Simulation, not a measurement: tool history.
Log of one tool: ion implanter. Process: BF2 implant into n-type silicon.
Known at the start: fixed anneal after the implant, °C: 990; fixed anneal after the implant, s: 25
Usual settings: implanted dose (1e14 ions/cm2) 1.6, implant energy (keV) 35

run,hour,implanted dose (1e14 ions/cm2),implant energy (keV),"read-back reference wafer on the same gauge, sheet resistance",sheet resistance of the implanted and annealed layer (ohm/square)
1,0,1.6,35,668.93,621.04
2,33.2,1.6,35,668.4,620.82
3,62.8,1.6,35,670.31,630.31
4,91.2,1.6,39,669.14,611.81
5,113.6,1.6,39,670.64,611.18
6,131,1.31,35,670.14,725.88
7,165,1.6,30.5,670.3,624.88
8,178.8,1.6,30.5,670.61,630.57
9,199.8,1.6,30.5,670.44,631.34
10,229.8,1.29,35,669.73,740.35
11,262.4,1.29,35,669.85,734.79
12,298.2,1.6,35,670.67,623.12
13,332.3,1.36,35,669.75,705.76
14,370.1,1.36,35,669.66,711.53
15,378.9,1.6,35,670.24,624.14
16,411.1,1.6,35,669.99,621.1
17,430.8,1.6,35,669.48,620.95
18,464.1,1.79,39.5,670.41,563.49
19,481.7,1.6,35,669.13,623
20,511.9,1.6,35,671.13,625.82
21,534.9,1.14,42,671.64,786
22,558.2,1.88,29,670.39,558.12
23,612.9,1.21,35,670.27,780.38
24,641.2,1.15,26,669.4,843.96
25,659.1,1.82,39.5,668.77,558.21
26,679.2,1.6,35,670.56,619.97
27,706.1,1.93,31.5,668.98,543.23
28,721.3,2,27.5,670.42,528.58
29,744,1.25,27,669.82,795.58
30,803.2,1.6,35,669.49,621.5
31,837.1,1.78,46.5,670.58,555.2
32,852.9,1.35,31.5,670.47,719.39
33,869.4,1.33,27,669.92,754.39
34,886.8,1.22,43,669.32,749.27
35,916.5,1.84,41,669.01,550.83
36,944.5,1.88,43.5,670.91,538
37,959.7,1.21,24.5,670.02,823.85
38,974.1,1.6,35,668.95,627.28

Not shown: 4 entries that the log had between the listed runs. Between which runs, and how does the tool's hidden state differ before and after?
Between runs 12 and 13: gauge calibrated (hour 302.8)
  no hidden state differs between the two runs
Between runs 13 and 14: Faraday cup replaced and dose calibrated (hour 369.6)
  no hidden state differs between the two runs
Between runs 18 and 19: extraction supply calibrated (hour 473.2)
  no hidden state differs between the two runs
Between runs 29 and 30: gauge calibrated (hour 761.9)
  no hidden state differs between the two runs

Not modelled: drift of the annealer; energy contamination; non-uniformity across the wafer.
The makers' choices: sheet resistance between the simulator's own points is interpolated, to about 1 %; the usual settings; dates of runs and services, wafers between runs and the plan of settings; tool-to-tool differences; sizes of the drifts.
